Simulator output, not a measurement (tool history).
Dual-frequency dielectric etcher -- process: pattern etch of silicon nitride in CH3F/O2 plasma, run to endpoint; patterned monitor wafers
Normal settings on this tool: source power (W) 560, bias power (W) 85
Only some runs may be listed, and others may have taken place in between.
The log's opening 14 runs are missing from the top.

run    hour  source power (W)  bias power (W)  incoming incoming film thickness, nm  endpoint time (s)
 15  1289.6               560              97                                  80.2               70.4
       1336  -- source power generator calibrated
 16  1340.4               620             103                                  80.1               66.4
 17  1380.4               560              85                                  80.9                 73
 18  1469.5               490             105                                  80.8               72.1
 19    1513               670              97                                  80.7               64.4
 20  1617.2               480             104                                    81               71.7
 21  1687.3               560             100                                  80.2               67.3
 22  1751.8               560              85                                  80.3               70.3
 23  1810.4               430             102                                  81.3               75.1
 24  1891.8               430              67                                  81.4               82.8
 25  1966.9               470              85                                  80.9                 74
     2013.6  -- wet clean of the chamber
 26  2014.1               690              75                                  79.8               69.7
 27  2057.9               610              98                                  80.4               68.9
 28  2166.1               560             102                                  79.7               68.8
 29  2262.5               510              81                                  80.7                 76
 30  2352.3               560              75                                  80.6               74.4
 31  2447.2               650              85                                  80.1               66.7
 32  2505.9               560              85                                  80.1               70.7
 33  2609.5               500              69                                    80               77.4
     2694.9  -- wet clean of the chamber
 34  2695.4               560              85                                  81.2               73.5
 35  2746.8               430              79                                  79.9               80.6
 36  2821.2               610              85                                    81               70.1

3 ways to go on from here, each from the tool as it stands after run 36. What would each give?
  A  2821.7               560              64                                  80.9                  ?
  B  2821.7               430              93                                  80.9                  ?
  C  2821.7               610              68                                  80.9                  ?

run  endpoint time (s)
  A               77.5
  B               78.8
  C               74.1
Had the tool no hidden state, the same runs would have come out as:
run  endpoint time (s)
  A               78.5
  B               79.8
  C               75.1
